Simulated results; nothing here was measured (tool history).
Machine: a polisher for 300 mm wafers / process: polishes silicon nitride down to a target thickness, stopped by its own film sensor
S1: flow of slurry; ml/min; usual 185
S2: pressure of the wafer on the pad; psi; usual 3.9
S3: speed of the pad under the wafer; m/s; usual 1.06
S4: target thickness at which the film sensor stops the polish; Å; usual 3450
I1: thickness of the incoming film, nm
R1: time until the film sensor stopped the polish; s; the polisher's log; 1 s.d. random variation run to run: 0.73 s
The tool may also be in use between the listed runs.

run	hour	S1	S2	S3	S4	I1	R1
1	0	185	3.9	1.06	3450	494.8	63.4
2	13.6	185	3.9	1.06	3820	489.7	45.8
3	22.4	185	3.9	1.06	3450	492.6	64.8
4	29.2	185	3.9	0.9	3450	484.1	69.5
# hour 37.8: worn pad replaced by a new one
5	44.5	185	3.9	0.9	3450	489.9	67.8
6	58.5	185	3.9	0.9	3450	486.1	67.6
7	71	185	3.9	1.06	3450	487.5	61.1
8	86	185	3.9	1.06	3450	495.4	65.8
9	96	185	3.9	1.06	3450	493.4	65.9
# hour 101.6: worn pad replaced by a new one
10	105.4	185	3.9	1.06	3450	498	62.6
11	115.5	185	4.9	0.8	2960	491	81.6

The next listed run, before its measurement:
# hour 129.5: head pressure recalibrated
12	131.8	185	3.9	1.06	3450	490.4	?

{"run 12": {"R1": 61.8}}
Minus the tool's unlogged condition, the same run would have read R1 59.1 s.

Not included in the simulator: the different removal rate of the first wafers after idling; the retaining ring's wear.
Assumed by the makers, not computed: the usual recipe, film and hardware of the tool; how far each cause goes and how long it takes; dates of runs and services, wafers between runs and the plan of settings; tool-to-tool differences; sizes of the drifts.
